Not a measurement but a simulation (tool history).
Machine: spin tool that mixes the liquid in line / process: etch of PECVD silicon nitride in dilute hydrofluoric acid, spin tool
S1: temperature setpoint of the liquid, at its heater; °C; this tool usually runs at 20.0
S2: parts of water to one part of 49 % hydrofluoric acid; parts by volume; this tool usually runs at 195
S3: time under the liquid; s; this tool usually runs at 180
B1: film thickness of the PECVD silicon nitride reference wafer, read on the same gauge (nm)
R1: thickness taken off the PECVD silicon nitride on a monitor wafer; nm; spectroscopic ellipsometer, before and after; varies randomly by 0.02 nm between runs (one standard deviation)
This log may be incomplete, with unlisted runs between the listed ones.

run	hour	S1	S2	S3	B1	R1
1	0.0	20.0	195	180	150.029	1.243
2	13.5	22.0	195	260	150.037	2.035
3	28.1	20.0	195	180	150.001	1.215
4	44.1	20.0	195	180	150.009	1.290
5	56.2	20.0	250	135	150.011	0.718
6	65.1	20.0	195	135	149.944	0.926
7	74.2	20.0	195	135	150.020	0.929
8	80.6	20.0	195	135	149.973	0.931
9	95.9	20.0	195	180	149.976	1.243
10	104.8	20.0	195	180	149.984	1.257
11	122.6	20.0	170	180	149.970	1.447
12	132.6	20.0	195	180	149.987	1.242
# hour 139.7: hydrofluoric acid flow meter replaced
13	149.3	20.0	195	180	149.981	1.250
14	167.2	17.5	195	180	150.016	1.053
15	183.9	20.0	115	180	150.004	2.080
16	194.0	20.0	195	180	150.017	1.229
17	201.1	20.0	195	180	150.052	1.243
# hour 210.5: gauge calibrated
18	213.6	25.0	195	180	150.014	1.717
19	221.1	20.0	195	180	149.985	1.277
20	229.9	20.0	195	95	150.012	0.673
21	270.8	20.0	195	145	150.021	1.003
# hour 273.5: thermometer replaced
22	283.1	20.0	195	180	150.002	1.269
23	291.3	17.0	230	180	149.933	0.872
24	301.9	17.0	290	95	149.994	0.373
25	318.3	18.0	230	245	149.991	1.285
26	332.6	17.0	195	135	150.067	0.785
27	346.8	20.0	155	180	150.030	1.511
28	354.3	18.5	155	180	150.003	1.415
29	364.1	17.0	195	210	149.952	1.184
30	377.3	20.0	195	180	149.999	1.222
31	388.6	25.0	285	135	149.969	0.884

For run 32, what comes out?
32	403.2	20.0	195	180	?	?

B1: 150.009
R1: 1.248 nm
Were there no unlogged condition in the tool, this run, its random variation unchanged, would have produced R1 1.248 nm.
